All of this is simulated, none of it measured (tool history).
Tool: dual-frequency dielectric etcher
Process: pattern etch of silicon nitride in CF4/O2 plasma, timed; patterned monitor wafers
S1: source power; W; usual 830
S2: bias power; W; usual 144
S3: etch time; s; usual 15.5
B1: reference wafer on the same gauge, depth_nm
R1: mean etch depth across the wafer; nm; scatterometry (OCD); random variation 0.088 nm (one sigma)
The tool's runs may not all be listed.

run,hour,S1,S2,S3,B1,R1
1,0,830,144,15.5,44.22,42.02
2,31.1,830,144,15.5,44.2,42.08
3,45,830,144,15.5,44.2,42.03
4,75.9,830,144,15.5,44.2,42.16
5,102,830,144,15.5,44.22,42.05
6,136.7,890,144,15.5,44.18,45.35
7,159.3,890,144,15.5,44.21,45.39
8,189.9,830,144,15.5,44.21,42.21
9,225.6,830,144,15.5,44.18,42.36
# hour 266.8: upper electrode replaced
10,267.3,830,144,15.5,44.17,42.18
# hour 270.8: gauge calibrated
11,277.4,830,144,15.5,44.18,42.19
12,293.9,830,144,15.5,44.17,42.27
# hour 312.1: bias power generator calibrated
13,312.6,830,144,15.5,44.17,42.48
14,323.6,830,144,16.5,44.21,45.07
15,339.7,730,130,17,44.19,39.41
16,354.9,700,131,15.5,44.2,34.39
17,430.6,760,144,18,44.21,44.87
# hour 440.3: source power generator calibrated
18,451.8,830,121,15.5,44.21,42.6
19,464.5,830,162,13,44.2,38.64
20,483.8,670,171,17.5,44.21,42
21,504.3,830,144,15.5,44.19,44.62
# hour 539.4: wet clean of the chamber
22,539.9,830,166,11,44.18,32.3
23,563.3,830,144,15.5,44.21,43.7
24,585.2,690,109,12,44.23,25.77
25,616.2,950,172,11,44.16,37.52
26,631.5,1010,144,17.5,44.22,60.57
27,654.4,690,144,14,44.21,32.52
28,670.6,830,144,13.5,44.18,38.06
29,704.7,830,144,15.5,44.21,43.73
30,727.1,830,158,19.5,44.22,56.33

Forecast each of these 4 alternatives for the next run:
A,727.5,830,144,15.5,?,?
B,727.5,680,125,18,?,?
C,727.5,830,124,15.5,?,?
D,727.5,650,158,19,?,?

run,B1,R1
A,44.17,43.62
B,44.17,39.31
C,44.17,41.91
D,44.17,42.12
Without the tool's hidden state the same runs would have given:
run,R1
A,44.04
B,39.69
C,42.32
D,42.53
